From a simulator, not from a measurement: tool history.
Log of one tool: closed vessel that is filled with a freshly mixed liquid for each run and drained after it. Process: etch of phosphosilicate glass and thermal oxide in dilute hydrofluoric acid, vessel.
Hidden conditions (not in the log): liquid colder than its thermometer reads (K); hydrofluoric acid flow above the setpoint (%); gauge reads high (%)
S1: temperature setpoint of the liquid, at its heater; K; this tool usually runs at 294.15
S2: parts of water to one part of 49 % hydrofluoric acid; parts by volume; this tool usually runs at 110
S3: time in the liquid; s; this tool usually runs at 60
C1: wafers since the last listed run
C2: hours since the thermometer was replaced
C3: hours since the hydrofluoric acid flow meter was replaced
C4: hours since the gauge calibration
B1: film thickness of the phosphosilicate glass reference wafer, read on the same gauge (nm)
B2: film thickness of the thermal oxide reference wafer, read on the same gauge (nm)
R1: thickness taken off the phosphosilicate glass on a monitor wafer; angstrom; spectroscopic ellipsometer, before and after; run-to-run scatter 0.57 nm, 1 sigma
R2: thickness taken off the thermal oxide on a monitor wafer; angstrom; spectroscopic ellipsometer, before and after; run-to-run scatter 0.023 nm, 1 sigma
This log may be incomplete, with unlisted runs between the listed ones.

| run | hour | S1 | S2 | S3 | C1 | C2 | C3 | C4 | B1 | B2 | R1 | R2 |
|---|---|---|---|---|---|---|---|---|---|---|---|---|
| 1 | 0 | 294.15 | 110 | 60 | 0 | 463.8 | 1424.7 | 64.8 | 29.99 | 100.001 | 771.2 | 21.68 |
| 2 | 68.3 | 294.15 | 110 | 60 | 9156 | 532.1 | 1493 | 133.1 | 29.99 | 99.98 | 769.4 | 21.74 |
| 3 | 84.8 | 294.15 | 110 | 60 | 2212 | 548.6 | 1509.5 | 149.6 | 30.01 | 100.011 | 780.4 | 21.36 |
| 4 | 114.7 | 294.15 | 110 | 65 | 4008 | 578.5 | 1539.4 | 179.5 | 30 | 99.984 | 831.1 | 23 |
|  | 122.4 | hydrofluoric acid flow meter replaced |
|  | 122.8 | gauge calibrated |
| 5 | 132.7 | 294.15 | 110 | 60 | 2279 | 596.5 | 10.3 | 9.9 | 29.97 | 99.984 | 695.3 | 19.78 |
| 6 | 155 | 294.15 | 110 | 60 | 2989 | 618.8 | 32.6 | 32.2 | 29.99 | 100.001 | 705.3 | 19.35 |
| 7 | 176.2 | 294.15 | 110 | 60 | 2842 | 640 | 53.8 | 53.4 | 30.01 | 100.027 | 706.4 | 19.73 |
| 8 | 196.1 | 297.65 | 110 | 45 | 2667 | 659.9 | 73.7 | 73.3 | 29.98 | 99.973 | 608.4 | 17.23 |
| 9 | 232 | 291.65 | 135 | 80 | 4813 | 695.8 | 109.6 | 109.2 | 29.99 | 99.994 | 669.7 | 18.27 |
| 10 | 259.6 | 297.15 | 85 | 40 | 3700 | 723.4 | 137.2 | 136.8 | 30 | 100.012 | 711.4 | 19.2 |
| 11 | 294.6 | 294.15 | 110 | 85 | 4692 | 758.4 | 172.2 | 171.8 | 30.02 | 99.992 | 991.3 | 27.56 |
|  | 297.2 | thermometer replaced |
|  | 305.4 | gauge calibrated |
| 12 | 310.6 | 294.15 | 150 | 60 | 2011 | 13.4 | 188.2 | 5.2 | 29.98 | 99.991 | 498.4 | 13.77 |
| 13 | 328.2 | 298.15 | 110 | 35 | 2359 | 31 | 205.8 | 22.8 | 29.99 | 100.026 | 482 | 13.44 |
| 14 | 346.3 | 294.15 | 110 | 60 | 2426 | 49.1 | 223.9 | 40.9 | 29.99 | 100.005 | 715 | 19.52 |
| 15 | 380 | 290.65 | 65 | 45 | 4518 | 82.8 | 257.6 | 74.6 | 30.01 | 100.004 | 815 | 22.9 |

4 options for the next run, each taken on its own from the tool as it stands now. Forecast them:
| A | 380.7 | 299.15 | 110 | 60 | 93 | 83.5 | 258.3 | 75.3 | ? | ? | ? | ? |
| B | 380.7 | 290.15 | 95 | 40 | 93 | 83.5 | 258.3 | 75.3 | ? | ? | ? | ? |
| C | 380.7 | 290.65 | 110 | 45 | 93 | 83.5 | 258.3 | 75.3 | ? | ? | ? | ? |
| D | 380.7 | 296.15 | 135 | 30 | 93 | 83.5 | 258.3 | 75.3 | ? | ? | ? | ? |

| run | B1 | B2 | R1 | R2 |
|---|---|---|---|---|
| A | 29.98 | 100.003 | 863.3 | 24.53 |
| B | 29.98 | 100.003 | 470.5 | 13.37 |
| C | 29.98 | 100.003 | 459.8 | 13.06 |
| D | 29.98 | 100.003 | 303.9 | 8.63 |
Without the tool's hidden state the same runs would have given:
| run | R1 | R2 |
|---|---|---|
| A | 828.6 | 23.54 |
| B | 452.2 | 12.85 |
| C | 441.7 | 12.55 |
| D | 291.6 | 8.28 |
